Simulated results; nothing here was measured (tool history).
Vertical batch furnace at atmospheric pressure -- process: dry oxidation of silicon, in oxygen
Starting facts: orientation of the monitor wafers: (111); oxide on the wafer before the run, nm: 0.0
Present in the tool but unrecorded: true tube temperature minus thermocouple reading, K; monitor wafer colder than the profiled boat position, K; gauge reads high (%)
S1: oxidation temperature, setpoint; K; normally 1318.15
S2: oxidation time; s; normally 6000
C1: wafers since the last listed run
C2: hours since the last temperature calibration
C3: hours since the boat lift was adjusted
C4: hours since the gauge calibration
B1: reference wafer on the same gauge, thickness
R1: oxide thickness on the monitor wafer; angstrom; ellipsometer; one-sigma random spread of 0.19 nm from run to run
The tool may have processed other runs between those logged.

run 1 hour=0.0 | S1=1318.15 S2=6000 | C1=0 C2=4547.6 C3=2999.0 C4=507.8 | B1=134.92 | R1=1242.8
run 2 hour=11.2 | S1=1318.15 S2=6000 | C1=160 C2=4558.8 C3=3010.2 C4=519.0 | B1=135.02 | R1=1245.8
run 3 hour=21.0 | S1=1318.15 S2=6000 | C1=140 C2=4568.6 C3=3020.0 C4=528.8 | B1=135.03 | R1=1242.5
run 4 hour=37.7 | S1=1318.15 S2=6000 | C1=238 C2=4585.3 C3=3036.7 C4=545.5 | B1=134.98 | R1=1243.2
run 5 hour=59.3 | S1=1318.15 S2=6000 | C1=308 C2=4606.9 C3=3058.3 C4=567.1 | B1=135.01 | R1=1240.4
run 6 hour=124.4 | S1=1318.15 S2=6000 | C1=930 C2=4672.0 C3=3123.4 C4=632.2 | B1=134.94 | R1=1239.0
run 7 hour=139.6 | S1=1318.15 S2=6000 | C1=217 C2=4687.2 C3=3138.6 C4=647.4 | B1=134.97 | R1=1241.9
run 8 hour=152.7 | S1=1318.15 S2=6000 | C1=187 C2=4700.3 C3=3151.7 C4=660.5 | B1=135.02 | R1=1241.6
run 9 hour=170.1 | S1=1318.15 S2=6000 | C1=248 C2=4717.7 C3=3169.1 C4=677.9 | B1=134.97 | R1=1237.4
run 10 hour=180.5 | S1=1318.15 S2=6000 | C1=148 C2=4728.1 C3=3179.5 C4=688.3 | B1=135.03 | R1=1235.6
run 11 hour=188.5 | S1=1318.15 S2=6000 | C1=114 C2=4736.1 C3=3187.5 C4=696.3 | B1=134.95 | R1=1239.0
-- hour=198.2 gauge calibrated
run 12 hour=209.6 | S1=1318.15 S2=3900 | C1=301 C2=4757.2 C3=3208.6 C4=11.4 | B1=134.98 | R1=945.0
run 13 hour=223.4 | S1=1318.15 S2=3900 | C1=197 C2=4771.0 C3=3222.4 C4=25.2 | B1=135.07 | R1=943.9
-- hour=264.6 boat lift adjusted
run 14 hour=265.1 | S1=1318.15 S2=3900 | C1=252 C2=4812.7 C3=0.5 C4=66.9 | B1=135.02 | R1=967.9
run 15 hour=270.4 | S1=1318.15 S2=6000 | C1=75 C2=4818.0 C3=5.8 C4=72.2 | B1=135.07 | R1=1267.1
run 16 hour=275.8 | S1=1318.15 S2=6000 | C1=77 C2=4823.4 C3=11.2 C4=77.6 | B1=134.96 | R1=1266.1
run 17 hour=291.1 | S1=1318.15 S2=7950 | C1=218 C2=4838.7 C3=26.5 C4=92.9 | B1=134.99 | R1=1508.9
run 18 hour=313.5 | S1=1318.15 S2=6000 | C1=320 C2=4861.1 C3=48.9 C4=115.3 | B1=135.04 | R1=1263.6
run 19 hour=324.2 | S1=1295.15 S2=4020 | C1=152 C2=4871.8 C3=59.6 C4=126.0 | B1=135.01 | R1=855.6
run 20 hour=345.9 | S1=1318.15 S2=6000 | C1=310 C2=4893.5 C3=81.3 C4=147.7 | B1=134.94 | R1=1264.4
-- hour=375.7 thermocouples replaced and temperature profile calibrated
run 21 hour=376.2 | S1=1337.15 S2=3870 | C1=90 C2=0.5 C3=111.6 C4=178.0 | B1=135.04 | R1=1077.3
run 22 hour=381.5 | S1=1318.15 S2=6000 | C1=75 C2=5.8 C3=116.9 C4=183.3 | B1=135.11 | R1=1267.1
run 23 hour=403.0 | S1=1326.15 S2=8610 | C1=307 C2=27.3 C3=138.4 C4=204.8 | B1=134.95 | R1=1646.8
run 24 hour=416.7 | S1=1307.15 S2=8700 | C1=195 C2=41.0 C3=152.1 C4=218.5 | B1=135.04 | R1=1492.8
run 25 hour=436.2 | S1=1318.15 S2=6000 | C1=278 C2=60.5 C3=171.6 C4=238.0 | B1=135.01 | R1=1263.4
run 26 hour=460.5 | S1=1293.15 S2=4380 | C1=347 C2=84.8 C3=195.9 C4=262.3 | B1=134.98 | R1=890.1
run 27 hour=480.4 | S1=1318.15 S2=6000 | C1=284 C2=104.7 C3=215.8 C4=282.2 | B1=135.02 | R1=1263.3
run 28 hour=490.7 | S1=1335.15 S2=6000 | C1=147 C2=115.0 C3=226.1 C4=292.5 | B1=135.01 | R1=1394.3
run 29 hour=500.1 | S1=1305.15 S2=8730 | C1=134 C2=124.4 C3=235.5 C4=301.9 | B1=135.11 | R1=1480.6
run 30 hour=512.7 | S1=1336.15 S2=7650 | C1=180 C2=137.0 C3=248.1 C4=314.5 | B1=134.98 | R1=1627.3
run 31 hour=523.8 | S1=1318.15 S2=6000 | C1=158 C2=148.1 C3=259.2 C4=325.6 | B1=135.04 | R1=1265.0
run 32 hour=540.6 | S1=1327.15 S2=3120 | C1=240 C2=164.9 C3=276.0 C4=342.4 | B1=135.05 | R1=885.9
run 33 hour=560.2 | S1=1310.15 S2=4200 | C1=280 C2=184.5 C3=295.6 C4=362.0 | B1=134.96 | R1=964.1
run 34 hour=570.3 | S1=1327.15 S2=4500 | C1=144 C2=194.6 C3=305.7 C4=372.1 | B1=135.03 | R1=1113.9
run 35 hour=589.1 | S1=1318.15 S2=6000 | C1=268 C2=213.4 C3=324.5 C4=390.9 | B1=134.97 | R1=1266.5
run 36 hour=608.6 | S1=1318.15 S2=6000 | C1=278 C2=232.9 C3=344.0 C4=410.4 | B1=134.99 | R1=1264.8
run 37 hour=629.3 | S1=1340.15 S2=4560 | C1=295 C2=253.6 C3=364.7 C4=431.1 | B1=134.98 | R1=1211.4
run 38 hour=637.9 | S1=1326.15 S2=6000 | C1=122 C2=262.2 C3=373.3 C4=439.7 | B1=135.00 | R1=1322.3
run 39 hour=668.3 | S1=1318.15 S2=6000 | C1=434 C2=292.6 C3=403.7 C4=470.1 | B1=135.01 | R1=1264.5
run 40 hour=685.9 | S1=1295.15 S2=7860 | C1=251 C2=310.2 C3=421.3 C4=487.7 | B1=135.01 | R1=1308.1

What if the next run were any one of these 3? Each begins from the tool's condition after run 40:
run A hour=691.3 | S1=1318.15 S2=6000 | C1=77 C2=315.6 C3=426.7 C4=493.1 | B1=? | R1=?
run B hour=691.3 | S1=1318.15 S2=7980 | C1=77 C2=315.6 C3=426.7 C4=493.1 | B1=? | R1=?
run C hour=691.3 | S1=1310.15 S2=3060 | C1=77 C2=315.6 C3=426.7 C4=493.1 | B1=? | R1=?

run=A B1=135.00 R1=1264.3
run=B B1=135.00 R1=1506.4
run=C B1=135.00 R1=787.9
Stripped of hidden state, with their random variation kept, the same runs would have yielded:
run=A R1=1267.4
run=B R1=1510.0
run=C R1=790.0

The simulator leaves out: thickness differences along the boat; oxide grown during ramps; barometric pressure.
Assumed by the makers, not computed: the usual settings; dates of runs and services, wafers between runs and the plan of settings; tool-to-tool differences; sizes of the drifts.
